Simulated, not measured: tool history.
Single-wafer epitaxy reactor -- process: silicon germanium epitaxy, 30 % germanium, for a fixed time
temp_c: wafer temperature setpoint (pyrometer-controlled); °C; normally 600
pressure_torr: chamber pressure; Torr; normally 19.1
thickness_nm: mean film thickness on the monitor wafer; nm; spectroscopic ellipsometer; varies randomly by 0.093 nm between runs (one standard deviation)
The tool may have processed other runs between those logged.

run,hour,temp_c,pressure_torr,wafers since the last listed run,hours since the last pyrometer calibration,hours since the last manometer calibration,hours since the showerhead was replaced,hours since the gauge calibration,"read-back reference wafer on the same gauge, thickness_nm",thickness_nm
1,0.0,600,22.0,0,2519.3,1874.9,6512.3,69.2,54.307,59.632
2,17.3,600,22.0,335,2536.6,1892.2,6529.6,86.5,54.317,59.686
3,27.5,600,22.0,197,2546.8,1902.4,6539.8,96.7,54.309,59.450
4,45.4,600,16.9,346,2564.7,1920.3,6557.7,114.6,54.299,53.327
5,53.4,596,17.0,155,2572.7,1928.3,6565.7,122.6,54.324,49.712
6,60.8,596,17.0,143,2580.1,1935.7,6573.1,130.0,54.312,49.613
7,68.7,600,19.1,153,2588.0,1943.6,6581.0,137.9,54.330,56.008
# hour 79.7: capacitance manometer re-zeroed and calibrated
# hour 90.8: showerhead replaced
8,91.3,595,17.9,127,2610.6,11.6,0.5,160.5,54.297,49.790
9,97.4,605,15.2,118,2616.7,17.7,6.6,166.6,54.283,55.547
# hour 100.0: gauge calibrated
10,112.6,600,15.2,294,2631.9,32.9,21.8,12.6,54.292,50.645
# hour 130.8: pyrometer calibrated
11,131.3,593,15.7,207,0.5,51.6,40.5,31.3,54.266,49.817
12,137.2,592,21.0,114,6.4,57.5,46.4,37.2,54.313,55.367
13,151.6,609,19.1,279,20.8,71.9,60.8,51.6,54.296,72.187
14,162.5,605,15.2,211,31.7,82.8,71.7,62.5,54.329,60.918
15,169.3,608,16.6,131,38.5,89.6,78.5,69.3,54.311,66.646

4 options for the next run, each taken on its own from the tool as it stands now. Forecast them:
A,169.7,600,14.9,7,38.9,90.0,78.9,69.7,?,?
B,169.7,611,22.7,7,38.9,90.0,78.9,69.7,?,?
C,169.7,612,17.1,7,38.9,90.0,78.9,69.7,?,?
D,169.7,590,15.8,7,38.9,90.0,78.9,69.7,?,?

run,"read-back reference wafer on the same gauge, thickness_nm",thickness_nm
A,54.331,55.278
B,54.331,79.912
C,54.331,72.351
D,54.331,47.264
Without the tool's hidden state the same runs would have given:
run,thickness_nm
A,55.844
B,80.710
C,73.072
D,47.759

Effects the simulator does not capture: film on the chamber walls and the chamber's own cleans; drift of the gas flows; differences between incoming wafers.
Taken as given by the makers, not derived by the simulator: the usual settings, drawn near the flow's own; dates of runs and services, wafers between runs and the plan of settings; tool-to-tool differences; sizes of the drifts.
